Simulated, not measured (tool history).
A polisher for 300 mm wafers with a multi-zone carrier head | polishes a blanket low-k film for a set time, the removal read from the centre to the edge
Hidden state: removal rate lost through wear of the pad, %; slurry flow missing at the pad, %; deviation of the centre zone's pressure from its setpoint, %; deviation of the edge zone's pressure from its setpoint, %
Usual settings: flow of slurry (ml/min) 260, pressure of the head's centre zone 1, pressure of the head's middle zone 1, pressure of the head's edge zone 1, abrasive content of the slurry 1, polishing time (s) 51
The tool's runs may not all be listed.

run,hour,flow of slurry (ml/min),pressure of the head's centre zone,pressure of the head's middle zone,pressure of the head's edge zone,abrasive content of the slurry,polishing time (s),wafers since the last listed run,wafers polished on this pad,hours since the slurry nozzle was cleaned,hours since the centre zone pressure was calibrated,hours since the edge zone pressure was calibrated,hours since the carrier head's membrane was replaced,"incoming thickness of the incoming film, nm",film removed at the wafer's centre (Å),film removed at mid-radius (Å),film removed at the wafer's edge (Å)
1,0,260,1,1,1,1,51,0,490,95.5,591.6,384.1,720.1,357.7,174,181,175
2,82.9,260,1.08,1,1,1,51,829,1319,178.4,674.5,467,803,364.5,189,178,175
3,131.8,260,1.08,1,1,1,51,489,1808,227.3,723.4,515.9,851.9,358.8,183,176,172
# hour 161.9: worn pad replaced by a new one
4,351.5,260,1.08,1,1,1,51,2157,1897,447,943.1,735.6,1071.6,367.2,182,173,172
# hour 394.3: worn pad replaced by a new one
5,421.1,260,1,1,1,1,51,656,268,516.6,1012.7,805.2,1141.2,364.8,176,183,181
6,481.4,260,1,1,1,1,51,603,871,576.9,1073,865.5,1201.5,357.5,175,180,175
7,518.4,260,1,1,1,1,51,370,1241,613.9,1110,902.5,1238.5,367.5,176,182,173
# hour 589.3: centre zone pressure recalibrated
8,592,260,0.95,1,1,1,51,716,1957,687.5,2.7,976.1,1312.1,361.4,165,174,171
# hour 617.5: worn pad replaced by a new one
9,657.1,260,1.04,1.1,1,1,51,611,396,752.6,67.8,1041.2,1377.2,358.8,182,198,179
# hour 702.8: slurry nozzle cleaned
10,749.6,200,1.05,1,1,0.8,40,915,1311,46.8,160.3,1133.7,1469.7,363.9,118,116,113
# hour 780.9: edge zone pressure recalibrated
# hour 798: carrier head's membrane replaced by a new one
11,837.8,260,1,1.06,1.11,1.15,63,812,2123,135,248.5,56.9,39.8,361.5,227,245,234
# hour 871: worn pad replaced by a new one
12,935.5,300,1,1,1.1,1.3,56,937,645,232.7,346.2,154.6,137.5,363.9,228,230,239
13,1021,300,1.07,1.07,1,1,51,855,1500,318.2,431.7,240.1,223,365,188,192,175
14,1072.8,260,1,0.91,1,1,34,518,2019,370,483.5,291.9,274.8,357.4,115,108,115
# hour 1125.3: worn pad replaced by a new one
15,1132.4,260,1,1,1,1,51,556,71,429.6,543.1,351.5,334.4,361.5,176,181,176
16,1205.1,260,1,1,1,1,51,727,798,502.3,615.8,424.2,407.1,360.1,176,181,177

Forecast each of these 4 alternatives for the next run:
A,1205.5,260,1,1,1,1,51,4,802,502.7,616.2,424.6,407.5,365.4,?,?,?
B,1205.5,260,1,1,1.03,1,45,4,802,502.7,616.2,424.6,407.5,365.4,?,?,?
C,1205.5,230,1,1.03,1,1.2,51,4,802,502.7,616.2,424.6,407.5,365.4,?,?,?
D,1205.5,320,1,1,1,1,51,4,802,502.7,616.2,424.6,407.5,365.4,?,?,?

run,film removed at the wafer's centre (Å),film removed at mid-radius (Å),film removed at the wafer's edge (Å)
A,176,182,177
B,156,161,158
C,192,203,194
D,181,187,180
Without the tool's hidden state the same runs would have given:
run,film removed at the wafer's centre (Å),film removed at mid-radius (Å),film removed at the wafer's edge (Å)
A,177,184,178
B,157,162,159
C,193,204,195
D,182,188,181
